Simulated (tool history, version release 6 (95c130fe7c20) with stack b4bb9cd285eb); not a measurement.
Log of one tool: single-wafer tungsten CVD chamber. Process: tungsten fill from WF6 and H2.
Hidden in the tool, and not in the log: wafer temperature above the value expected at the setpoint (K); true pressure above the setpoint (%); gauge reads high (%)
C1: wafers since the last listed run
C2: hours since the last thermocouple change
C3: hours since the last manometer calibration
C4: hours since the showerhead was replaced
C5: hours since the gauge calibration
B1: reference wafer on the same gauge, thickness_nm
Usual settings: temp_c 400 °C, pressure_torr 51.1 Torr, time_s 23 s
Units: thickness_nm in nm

run 1 hour=0 | temp_c=400 pressure_torr=51.1 time_s=23 | C1=0 C2=1828.3 C3=1279.1 C4=4758.3 C5=174 | B1=102.121 | thickness_nm=101.293
run 2 hour=87.3 | temp_c=400 pressure_torr=51.1 time_s=23 | C1=1817 C2=1915.6 C3=1366.4 C4=4845.6 C5=261.3 | B1=101.991 | thickness_nm=100.841
run 3 hour=170.4 | temp_c=400 pressure_torr=51.1 time_s=23 | C1=1730 C2=1998.7 C3=1449.5 C4=4928.7 C5=344.4 | B1=102.048 | thickness_nm=101.862
run 4 hour=222.4 | temp_c=400 pressure_torr=51.1 time_s=23 | C1=1082 C2=2050.7 C3=1501.5 C4=4980.7 C5=396.4 | B1=101.991 | thickness_nm=101.572
run 5 hour=264.8 | temp_c=400 pressure_torr=51.1 time_s=23 | C1=882 C2=2093.1 C3=1543.9 C4=5023.1 C5=438.8 | B1=102.112 | thickness_nm=101.055
run 6 hour=363.5 | temp_c=400 pressure_torr=51.1 time_s=23 | C1=2055 C2=2191.8 C3=1642.6 C4=5121.8 C5=537.5 | B1=102.074 | thickness_nm=101.973
run 7 hour=402.2 | temp_c=400 pressure_torr=51.1 time_s=23 | C1=805 C2=2230.5 C3=1681.3 C4=5160.5 C5=576.2 | B1=102.102 | thickness_nm=101.982
run 8 hour=457.2 | temp_c=400 pressure_torr=51.1 time_s=23 | C1=1145 C2=2285.5 C3=1736.3 C4=5215.5 C5=631.2 | B1=102.119 | thickness_nm=101.948
-- hour=546.9 thermocouple changed; heater temperature recalibrated
run 9 hour=564.4 | temp_c=400 pressure_torr=51.1 time_s=23 | C1=2065 C2=17.5 C3=1843.5 C4=5322.7 C5=738.4 | B1=102.051 | thickness_nm=104.002
-- hour=626.3 gauge calibrated
run 10 hour=649.3 | temp_c=400 pressure_torr=51.1 time_s=23 | C1=1767 C2=102.4 C3=1928.4 C4=5407.6 C5=23 | B1=102.061 | thickness_nm=103.793
-- hour=675.9 showerhead replaced
run 11 hour=728.5 | temp_c=392 pressure_torr=63.2 time_s=24.6 | C1=1482 C2=181.6 C3=2007.6 C4=52.6 C5=102.2 | B1=102.122 | thickness_nm=101.27
-- hour=794.5 capacitance manometer re-zeroed and calibrated
run 12 hour=795 | temp_c=400 pressure_torr=51.1 time_s=23 | C1=1218 C2=248.1 C3=0.5 C4=119.1 C5=168.7 | B1=102.134 | thickness_nm=103.826
-- hour=882.4 thermocouple changed; heater temperature recalibrated, repeated, since the last time left the tool worse
run 13 hour=882.9 | temp_c=400 pressure_torr=38.4 time_s=23 | C1=1663 C2=0.5 C3=88.4 C4=207 C5=256.6 | B1=102.066 | thickness_nm=89.852
run 14 hour=947.8 | temp_c=400 pressure_torr=51.1 time_s=23 | C1=1351 C2=65.4 C3=153.3 C4=271.9 C5=321.5 | B1=102.146 | thickness_nm=99.289
run 15 hour=1000.2 | temp_c=391 pressure_torr=43.1 time_s=24.3 | C1=1091 C2=117.8 C3=205.7 C4=324.3 C5=373.9 | B1=102.108 | thickness_nm=81.331
run 16 hour=1058.4 | temp_c=410 pressure_torr=61.8 time_s=24.4 | C1=1211 C2=176 C3=263.9 C4=382.5 C5=432.1 | B1=102.141 | thickness_nm=137.613
run 17 hour=1140.6 | temp_c=387 pressure_torr=45.4 time_s=19.1 | C1=1711 C2=258.2 C3=346.1 C4=464.7 C5=514.3 | B1=102.076 | thickness_nm=59.621
run 18 hour=1225.2 | temp_c=400 pressure_torr=39.9 time_s=23 | C1=1761 C2=342.8 C3=430.7 C4=549.3 C5=598.9 | B1=102.111 | thickness_nm=91.419
run 19 hour=1324.8 | temp_c=400 pressure_torr=51.1 time_s=25.9 | C1=2073 C2=442.4 C3=530.3 C4=648.9 C5=698.5 | B1=102.109 | thickness_nm=111.726
run 20 hour=1386.4 | temp_c=389 pressure_torr=51.1 time_s=23 | C1=1282 C2=504 C3=591.9 C4=710.5 C5=760.1 | B1=102.118 | thickness_nm=78.284

Forecast each of these 3 alternatives for the next run:
run A hour=1386.8 | temp_c=400 pressure_torr=51.1 time_s=23 | C1=8 C2=504.4 C3=592.3 C4=710.9 C5=760.5 | B1=? | thickness_nm=?
run B hour=1386.8 | temp_c=412 pressure_torr=44.6 time_s=18.9 | C1=8 C2=504.4 C3=592.3 C4=710.9 C5=760.5 | B1=? | thickness_nm=?
run C hour=1386.8 | temp_c=400 pressure_torr=51.1 time_s=19.9 | C1=8 C2=504.4 C3=592.3 C4=710.9 C5=760.5 | B1=? | thickness_nm=?

run=A B1=102.185 thickness_nm=98.744
run=B B1=102.185 thickness_nm=97.797
run=C B1=102.185 thickness_nm=85.381
Without the tool's hidden state the same runs would have given:
run=A thickness_nm=98.8
run=B thickness_nm=97.845
run=C thickness_nm=85.429
